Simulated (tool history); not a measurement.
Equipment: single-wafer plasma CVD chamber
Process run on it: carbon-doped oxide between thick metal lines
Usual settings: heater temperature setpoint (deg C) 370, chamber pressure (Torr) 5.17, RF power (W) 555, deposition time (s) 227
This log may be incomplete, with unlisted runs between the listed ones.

run,hour,heater temperature setpoint (deg C),chamber pressure (Torr),RF power (W),deposition time (s),"read-back reference wafer on the same gauge, thickness_nm",mean film thickness on the monitor wafer (Å)
1,0.0,370,5.17,505,227,1349.353,10615.50
2,11.0,370,5.17,505,227,1348.590,10592.64
3,17.9,370,5.17,505,227,1350.294,10638.94
4,35.2,367,5.17,555,227,1350.745,11183.09
5,51.6,367,5.17,555,227,1349.492,11199.81
6,68.7,370,5.17,555,227,1349.379,11081.21
7,84.4,370,5.17,555,227,1349.880,11063.52
# hour 101.8: thermocouple changed; heater temperature recalibrated
8,102.3,363,5.17,555,227,1349.241,11298.18
9,113.8,363,5.17,555,227,1349.751,11227.26
# hour 127.4: capacitance manometer re-zeroed and calibrated
10,127.9,370,5.17,555,249,1351.170,12182.07
11,132.1,370,5.17,555,249,1349.418,12148.10
12,147.1,370,5.17,555,227,1350.000,11125.30
13,155.9,370,5.17,555,227,1350.660,11088.81
14,166.8,370,5.62,555,227,1350.562,11259.36
15,183.5,370,5.17,555,264,1350.359,12879.01
# hour 204.8: showerhead replaced, of another model than before
16,207.5,370,5.17,555,227,1349.252,10789.37
# hour 221.0: RF generator calibrated
# hour 221.2: gauge calibrated
17,221.5,370,5.17,555,227,1349.769,11522.91
18,230.9,379,5.17,615,262,1349.679,14028.18
19,242.9,374,6.24,450,265,1349.730,11445.04
20,255.6,357,6.02,555,227,1350.066,12152.98
21,267.7,370,5.17,555,227,1349.933,11460.54
22,274.3,370,5.17,555,227,1350.231,11444.32
23,290.1,364,5.66,615,227,1350.594,12701.36
24,298.5,364,4.50,650,258,1350.150,14476.59
25,311.0,357,5.17,485,227,1349.828,10587.58
26,321.9,370,6.16,555,227,1349.872,11625.13
27,336.6,370,5.17,555,227,1350.304,11366.00
28,343.1,380,5.88,665,206,1349.108,11707.50

Selected run-to-run steps in mean film thickness on the monitor wafer (Å), each split into two signed amounts: the part the tool would show with no hidden state at all (from settings, incoming material and random variation), and the remainder, which goes to the hidden state together with any gauge scatter not common to the measured and the hidden-state-free results:
The hidden state here: wafer temperature above the value expected at the setpoint (K); delivered RF power above the setpoint (%); true pressure above the setpoint (%); gauge reads high (%).
Run 15 -> 16: deposition time (s) 264 -> 227, showerhead replaced, of another model than before. mean film thickness on the monitor wafer (Å) -2089.64: hidden state -245.17, all else -1844.47.
Run 16 -> 17: RF generator calibrated, gauge calibrated. mean film thickness on the monitor wafer (Å) +733.54: hidden state +780.63, all else -47.09.
Run 18 -> 19: heater temperature setpoint (deg C) 379 -> 374, chamber pressure (Torr) 5.17 -> 6.24, RF power (W) 615 -> 450, deposition time (s) 262 -> 265. mean film thickness on the monitor wafer (Å) -2583.14: hidden state -26.43, all else -2556.71.
Run 24 -> 25: heater temperature setpoint (deg C) 364 -> 357, chamber pressure (Torr) 4.50 -> 5.17, RF power (W) 650 -> 485, deposition time (s) 258 -> 227. mean film thickness on the monitor wafer (Å) -3889.01: hidden state +22.37, all else -3911.38.

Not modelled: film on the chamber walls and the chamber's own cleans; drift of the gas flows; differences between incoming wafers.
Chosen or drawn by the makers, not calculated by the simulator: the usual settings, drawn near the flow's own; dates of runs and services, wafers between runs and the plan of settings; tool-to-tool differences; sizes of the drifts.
